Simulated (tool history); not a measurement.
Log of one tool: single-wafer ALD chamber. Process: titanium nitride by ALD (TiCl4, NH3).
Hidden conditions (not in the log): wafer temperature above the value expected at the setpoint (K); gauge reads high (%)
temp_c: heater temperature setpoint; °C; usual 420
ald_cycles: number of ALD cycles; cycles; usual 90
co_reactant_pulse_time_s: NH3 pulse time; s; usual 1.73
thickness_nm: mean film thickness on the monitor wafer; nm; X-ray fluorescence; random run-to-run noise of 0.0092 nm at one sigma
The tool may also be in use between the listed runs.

| run | hour | temp_c | ald_cycles | co_reactant_pulse_time_s | wafers since the last listed run | hours since the last thermocouple change | hours since the showerhead was replaced | hours since the gauge calibration | read-back reference wafer on the same gauge, thickness_nm | thickness_nm |
|---|---|---|---|---|---|---|---|---|---|---|
| 1 | 0 | 420 | 100 | 1.73 | 0 | 1243.6 | 5872.4 | 471 | 1.761 | 2.201 |
| 2 | 57.3 | 420 | 100 | 1.73 | 135 | 1300.9 | 5929.7 | 528.3 | 1.76 | 2.197 |
| 3 | 88.2 | 420 | 90 | 1.73 | 72 | 1331.8 | 5960.6 | 559.2 | 1.762 | 1.972 |
| 4 | 144.6 | 420 | 90 | 1.73 | 133 | 1388.2 | 6017 | 615.6 | 1.76 | 1.968 |
| 5 | 207.9 | 420 | 90 | 1.73 | 149 | 1451.5 | 6080.3 | 678.9 | 1.76 | 1.978 |
| 6 | 264.5 | 420 | 90 | 1.73 | 133 | 1508.1 | 6136.9 | 735.5 | 1.756 | 1.973 |
| 7 | 317.3 | 420 | 90 | 1.73 | 124 | 1560.9 | 6189.7 | 788.3 | 1.759 | 1.961 |
| 8 | 387.1 | 420 | 90 | 1.73 | 164 | 1630.7 | 6259.5 | 858.1 | 1.761 | 1.951 |
| 9 | 421.9 | 420 | 90 | 2.15 | 82 | 1665.5 | 6294.3 | 892.9 | 1.76 | 1.975 |
| 10 | 452.1 | 420 | 90 | 2.15 | 71 | 1695.7 | 6324.5 | 923.1 | 1.759 | 1.997 |
| 11 | 485.7 | 420 | 90 | 2.15 | 79 | 1729.3 | 6358.1 | 956.7 | 1.759 | 1.986 |
| 12 | 555.9 | 420 | 80 | 1.73 | 165 | 1799.5 | 6428.3 | 1026.9 | 1.76 | 1.731 |
| 13 | 642 | 420 | 80 | 1.73 | 203 | 1885.6 | 6514.4 | 1113 | 1.761 | 1.757 |
| 14 | 709.3 | 420 | 80 | 1.73 | 158 | 1952.9 | 6581.7 | 1180.3 | 1.76 | 1.742 |
| 15 | 760.4 | 420 | 90 | 1.73 | 120 | 2004 | 6632.8 | 1231.4 | 1.761 | 1.958 |
| 16 | 786.6 | 420 | 90 | 1.73 | 61 | 2030.2 | 6659 | 1257.6 | 1.763 | 1.966 |
| 17 | 814.2 | 420 | 90 | 1.73 | 65 | 2057.8 | 6686.6 | 1285.2 | 1.76 | 1.963 |
| 18 | 872.5 | 420 | 90 | 1.73 | 137 | 2116.1 | 6744.9 | 1343.5 | 1.759 | 1.962 |
| 19 | 902 | 420 | 90 | 1.73 | 69 | 2145.6 | 6774.4 | 1373 | 1.76 | 1.981 |
| 20 | 1031 | 413 | 90 | 1.73 | 304 | 2274.6 | 6903.4 | 1502 | 1.76 | 1.957 |
|  | 1069.5 | showerhead replaced |
| 21 | 1079.1 | 432 | 90 | 1.73 | 94 | 2322.7 | 9.6 | 1550.1 | 1.76 | 1.974 |
| 22 | 1108.2 | 420 | 90 | 1.29 | 68 | 2351.8 | 38.7 | 1579.2 | 1.761 | 1.941 |
| 23 | 1157.3 | 420 | 90 | 2.24 | 115 | 2400.9 | 87.8 | 1628.3 | 1.76 | 1.991 |
|  | 1275.2 | gauge calibrated |
| 24 | 1294.3 | 420 | 90 | 1.73 | 323 | 2537.9 | 224.8 | 19.1 | 1.763 | 1.974 |
| 25 | 1351.8 | 420 | 107 | 1.13 | 135 | 2595.4 | 282.3 | 76.6 | 1.757 | 2.295 |
|  | 1385.9 | thermocouple changed; heater temperature recalibrated |
| 26 | 1414.3 | 420 | 90 | 1.73 | 128 | 28.4 | 344.8 | 139.1 | 1.761 | 1.951 |
| 27 | 1478 | 426 | 90 | 1.91 | 150 | 92.1 | 408.5 | 202.8 | 1.761 | 1.978 |
| 28 | 1533 | 420 | 82 | 1.73 | 129 | 147.1 | 463.5 | 257.8 | 1.758 | 1.792 |
| 29 | 1560.8 | 433 | 90 | 1.73 | 65 | 174.9 | 491.3 | 285.6 | 1.761 | 1.974 |
| 30 | 1632.7 | 420 | 96 | 1.73 | 169 | 246.8 | 563.2 | 357.5 | 1.76 | 2.109 |
| 31 | 1696.8 | 426 | 101 | 1.42 | 151 | 310.9 | 627.3 | 421.6 | 1.759 | 2.201 |
| 32 | 1749.8 | 420 | 90 | 1.29 | 125 | 363.9 | 680.3 | 474.6 | 1.758 | 1.926 |
| 33 | 1787.6 | 420 | 78 | 1.09 | 89 | 401.7 | 718.1 | 512.4 | 1.758 | 1.674 |
| 34 | 1917.3 | 420 | 75 | 1.73 | 306 | 531.4 | 847.8 | 642.1 | 1.764 | 1.642 |
| 35 | 1979.1 | 431 | 75 | 1.05 | 145 | 593.2 | 909.6 | 703.9 | 1.762 | 1.601 |
| 36 | 2024.5 | 420 | 90 | 2.15 | 107 | 638.6 | 955 | 749.3 | 1.762 | 2.001 |
| 37 | 2093.1 | 420 | 90 | 1.73 | 161 | 707.2 | 1023.6 | 817.9 | 1.757 | 1.959 |
| 38 | 2303 | 420 | 90 | 1.73 | 495 | 917.1 | 1233.5 | 1027.8 | 1.76 | 1.963 |

Across each entry between runs, compare the hidden state at the last listed run before it with the hidden state at the first listed run after it:
Runs 20 to 21: showerhead replaced (hour 1069.5)
  no difference in the tool's unlogged condition between these two runs
Runs 23 to 24: gauge calibrated (hour 1275.2)
  no difference in the tool's unlogged condition between these two runs
Runs 25 to 26: thermocouple changed; heater temperature recalibrated (hour 1385.9)
  no difference in the tool's unlogged condition between these two runs
